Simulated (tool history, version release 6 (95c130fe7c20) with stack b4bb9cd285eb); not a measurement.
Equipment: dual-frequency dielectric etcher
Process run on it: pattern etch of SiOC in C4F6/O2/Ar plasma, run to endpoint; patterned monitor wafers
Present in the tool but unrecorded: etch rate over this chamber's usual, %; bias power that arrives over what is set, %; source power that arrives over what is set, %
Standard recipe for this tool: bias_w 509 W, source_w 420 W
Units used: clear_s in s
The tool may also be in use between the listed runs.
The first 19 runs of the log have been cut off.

run,day,bias_w,source_w,wafers since the last listed run,hours since the last wet clean,hours since the last bias power generator calibration,hours since the last source power generator calibration,hours since the last upper electrode change,"incoming incoming film thickness, nm",clear_s
# day 8.942: bias power generator calibrated
20,9.183,509,420,183,37.8,5.8,4201.6,61.8,31.86,10.1
# day 9.621: source power generator calibrated
21,9.808,602,330,221,52.8,20.8,4.5,76.8,31.87,10.3
22,10.521,607,350,344,69.9,37.9,21.6,93.9,31.42,9.9
23,11.171,509,420,314,85.5,53.5,37.2,109.5,31.53,10.1
24,11.825,579,490,316,101.2,69.2,52.9,125.2,31.73,9.1
25,12.446,466,420,300,116.1,84.1,67.8,140.1,31.87,10.5
26,13.196,625,360,362,134.1,102.1,85.8,158.1,31.73,9.9
27,13.871,423,350,326,150.3,118.3,102.0,174.3,31.80,11.7
28,14.129,401,420,124,156.5,124.5,108.2,180.5,31.38,11.2
29,14.750,413,460,300,171.4,139.4,123.1,195.4,31.42,10.6
30,15.433,621,490,330,187.8,155.8,139.5,211.8,31.61,8.9
31,16.546,584,370,537,214.5,182.5,166.2,238.5,31.35,9.9
32,17.054,585,520,245,226.7,194.7,178.4,250.7,31.78,9.0
33,17.533,460,490,231,238.2,206.2,189.9,262.2,31.52,10.1
34,18.138,616,450,292,252.7,220.7,204.4,276.7,31.77,9.3

Consider 5 possible next runs. They are alternatives, not a sequence: every one starts from the tool as it was left by run 34. What does each give?
A,18.154,422,420,8,253.1,221.1,204.8,277.1,31.53,?
B,18.154,383,320,8,253.1,221.1,204.8,277.1,31.53,?
C,18.154,509,330,8,253.1,221.1,204.8,277.1,31.53,?
D,18.154,408,350,8,253.1,221.1,204.8,277.1,31.53,?
E,18.154,619,390,8,253.1,221.1,204.8,277.1,31.53,?

run,clear_s
A,11.1
B,12.7
C,11.2
D,12.0
E,9.8
With no hidden state in the tool, these same runs would have given:
run,clear_s
A,10.8
B,12.4
C,11.0
D,11.7
E,9.5

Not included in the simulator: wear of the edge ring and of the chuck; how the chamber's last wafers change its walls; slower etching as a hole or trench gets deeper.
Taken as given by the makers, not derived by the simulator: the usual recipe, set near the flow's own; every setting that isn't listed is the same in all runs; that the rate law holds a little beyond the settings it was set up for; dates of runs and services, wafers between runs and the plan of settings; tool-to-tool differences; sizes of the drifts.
